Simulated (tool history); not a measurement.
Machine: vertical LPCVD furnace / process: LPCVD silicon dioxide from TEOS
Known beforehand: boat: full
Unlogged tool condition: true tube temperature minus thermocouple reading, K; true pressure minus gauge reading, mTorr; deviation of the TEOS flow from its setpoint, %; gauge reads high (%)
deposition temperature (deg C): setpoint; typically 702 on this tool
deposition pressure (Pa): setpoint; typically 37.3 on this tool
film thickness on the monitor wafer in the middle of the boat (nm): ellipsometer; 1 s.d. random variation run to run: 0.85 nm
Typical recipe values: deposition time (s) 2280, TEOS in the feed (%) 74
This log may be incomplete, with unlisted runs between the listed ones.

| run | hour | deposition temperature (deg C) | deposition pressure (Pa) | deposition time (s) | TEOS in the feed (%) | wafers since the last listed run | hours since the last temperature calibration | hours since the pressure gauge was zeroed | hours since the TEOS flow controller was replaced | hours since the gauge calibration | read-back reference wafer on the same gauge, thickness | film thickness on the monitor wafer in the middle of the boat (nm) |
|---|---|---|---|---|---|---|---|---|---|---|---|---|
| 1 | 0.0 | 693 | 37.3 | 2280 | 74 | 0 | 2846.8 | 1452.3 | 5668.5 | 364.6 | 361.00 | 270.91 |
| 2 | 72.7 | 693 | 37.3 | 2280 | 74 | 745 | 2919.5 | 1525.0 | 5741.2 | 437.3 | 360.99 | 270.64 |
| 3 | 162.1 | 693 | 37.3 | 2280 | 74 | 916 | 3008.9 | 1614.4 | 5830.6 | 526.7 | 361.23 | 271.09 |
| 4 | 203.3 | 702 | 37.3 | 2280 | 74 | 422 | 3050.1 | 1655.6 | 5871.8 | 567.9 | 361.17 | 334.11 |
| 5 | 284.4 | 702 | 37.3 | 2280 | 74 | 831 | 3131.2 | 1736.7 | 5952.9 | 649.0 | 361.19 | 332.63 |
| 6 | 378.5 | 702 | 37.3 | 2280 | 74 | 964 | 3225.3 | 1830.8 | 6047.0 | 743.1 | 360.85 | 333.50 |
| 7 | 536.4 | 702 | 37.3 | 1860 | 74 | 1618 | 3383.2 | 1988.7 | 6204.9 | 901.0 | 360.94 | 272.21 |
|  | 538.0 | gauge calibrated |
| 8 | 641.0 | 702 | 37.3 | 2280 | 74 | 1071 | 3487.8 | 2093.3 | 6309.5 | 103.0 | 361.11 | 333.74 |
| 9 | 688.5 | 702 | 29.3 | 1740 | 74 | 486 | 3535.3 | 2140.8 | 6357.0 | 150.5 | 360.85 | 223.63 |
|  | 789.8 | pressure gauge zeroed |
|  | 789.8 | TEOS flow controller replaced |
| 10 | 790.3 | 696 | 37.3 | 2640 | 74 | 796 | 3637.1 | 0.5 | 0.5 | 252.3 | 361.17 | 340.92 |
|  | 867.5 | thermocouples replaced and temperature profile calibrated |
| 11 | 871.5 | 702 | 37.3 | 2280 | 74 | 586 | 4.0 | 81.7 | 81.7 | 333.5 | 361.18 | 314.26 |
| 12 | 1119.8 | 706 | 33.3 | 1830 | 79 | 2544 | 252.3 | 330.0 | 330.0 | 581.8 | 360.93 | 273.92 |
| 13 | 1173.2 | 697 | 40.0 | 2280 | 79 | 547 | 305.7 | 383.4 | 383.4 | 635.2 | 360.88 | 304.23 |
| 14 | 1267.1 | 705 | 45.3 | 1950 | 64 | 962 | 399.6 | 477.3 | 477.3 | 729.1 | 360.98 | 303.06 |
| 15 | 1327.2 | 702 | 37.3 | 2280 | 74 | 615 | 459.7 | 537.4 | 537.4 | 789.2 | 360.97 | 322.99 |

Forecast each of these 3 alternatives for the next run:
|  | 1328.6 | gauge calibrated |
| A | 1331.9 | 702 | 37.3 | 2280 | 74 | 48 | 464.4 | 542.1 | 542.1 | 3.3 | ? | ? |
|  | 1328.6 | gauge calibrated |
| B | 1331.9 | 702 | 34.7 | 3120 | 74 | 48 | 464.4 | 542.1 | 542.1 | 3.3 | ? | ? |
|  | 1328.6 | gauge calibrated |
| C | 1331.9 | 698 | 29.3 | 2010 | 62 | 48 | 464.4 | 542.1 | 542.1 | 3.3 | ? | ? |

| run | read-back reference wafer on the same gauge, thickness | film thickness on the monitor wafer in the middle of the boat (nm) |
|---|---|---|
| A | 360.91 | 322.89 |
| B | 360.91 | 425.68 |
| C | 360.91 | 210.33 |
Stripped of hidden state, with their random variation kept, the same runs would have yielded:
| run | film thickness on the monitor wafer in the middle of the boat (nm) |
|---|---|
| A | 310.27 |
| B | 409.13 |
| C | 202.21 |
